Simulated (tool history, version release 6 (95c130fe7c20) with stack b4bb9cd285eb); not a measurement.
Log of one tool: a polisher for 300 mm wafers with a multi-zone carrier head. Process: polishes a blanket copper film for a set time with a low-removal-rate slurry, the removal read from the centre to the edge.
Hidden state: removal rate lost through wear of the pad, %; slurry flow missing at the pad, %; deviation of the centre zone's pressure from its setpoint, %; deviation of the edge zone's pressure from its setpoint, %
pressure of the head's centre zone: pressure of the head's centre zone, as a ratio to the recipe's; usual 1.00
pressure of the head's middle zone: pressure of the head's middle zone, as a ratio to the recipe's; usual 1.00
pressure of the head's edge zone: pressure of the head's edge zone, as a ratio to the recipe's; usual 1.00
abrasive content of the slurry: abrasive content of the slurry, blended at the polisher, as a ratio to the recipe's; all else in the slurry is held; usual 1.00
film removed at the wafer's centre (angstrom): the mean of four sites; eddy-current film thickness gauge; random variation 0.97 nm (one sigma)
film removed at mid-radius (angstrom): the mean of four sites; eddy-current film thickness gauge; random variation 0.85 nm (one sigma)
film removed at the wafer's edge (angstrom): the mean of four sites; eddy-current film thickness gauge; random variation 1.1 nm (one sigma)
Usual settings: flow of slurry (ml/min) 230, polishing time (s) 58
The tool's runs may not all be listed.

run,day,flow of slurry (ml/min),pressure of the head's centre zone,pressure of the head's middle zone,pressure of the head's edge zone,abrasive content of the slurry,polishing time (s),wafers since the last listed run,wafers polished on this pad,hours since the slurry nozzle was cleaned,hours since the centre zone pressure was calibrated,hours since the edge zone pressure was calibrated,hours since the carrier head's membrane was replaced,"incoming thickness of the incoming film, nm",film removed at the wafer's centre (angstrom),film removed at mid-radius (angstrom),film removed at the wafer's edge (angstrom)
1,0.000,230,1.00,1.00,1.00,1.00,52,0,1516,449.2,428.1,176.0,764.7,1356.3,928,963,925
# day 0.675: slurry nozzle cleaned
2,0.696,230,1.00,1.00,1.00,1.00,58,185,1702,0.5,444.8,192.7,781.4,1356.0,1023,1067,1033
3,1.425,230,1.00,1.00,1.00,1.00,63,206,1908,18.0,462.3,210.2,798.9,1358.9,1117,1144,1129
4,2.250,230,0.96,1.12,1.12,1.00,58,233,2142,37.8,482.1,230.0,818.7,1358.8,971,1104,1071
# day 5.625: carrier head's membrane replaced by a new one
5,5.721,230,1.00,1.00,1.00,1.00,58,924,3066,121.1,565.4,313.3,2.3,1361.5,982,1002,989
6,6.825,230,1.00,1.00,1.00,1.00,58,312,3379,147.6,591.9,339.8,28.8,1373.3,967,977,960
# day 7.162: edge zone pressure recalibrated
# day 7.225: worn pad replaced by a new one
7,7.783,305,1.00,0.94,0.94,0.90,58,230,158,170.6,614.9,14.9,51.8,1372.0,1097,1073,1036
8,8.479,185,1.00,1.00,0.97,1.15,41,197,355,187.3,631.6,31.6,68.5,1346.5,733,759,744
9,9.454,230,1.00,1.00,1.00,1.00,68,276,631,210.7,655.0,55.0,91.9,1346.9,1256,1268,1258
# day 10.138: centre zone pressure recalibrated
10,10.892,205,0.91,1.11,1.00,1.00,58,383,1015,245.2,18.1,89.5,126.4,1372.4,936,1125,1043
11,11.442,230,1.00,1.00,1.00,1.00,58,155,1170,258.4,31.3,102.7,139.6,1362.8,1049,1081,1059
12,12.688,230,1.00,1.00,1.00,1.00,58,352,1523,288.3,61.2,132.6,169.5,1347.9,1041,1082,1075

Forecast run 13:
13,13.367,305,1.00,0.94,0.94,0.90,58,192,1716,304.6,77.5,148.9,185.8,1364.4,?,?,?

{"run 13": {"film removed at the wafer's centre (angstrom)": 1029, "film removed at mid-radius (angstrom)": 1036, "film removed at the wafer's edge (angstrom)": 1017}}
Without the tool's hidden state the same run would have given film removed at the wafer's centre (angstrom) 1064, film removed at mid-radius (angstrom) 1071, film removed at the wafer's edge (angstrom) 1052.
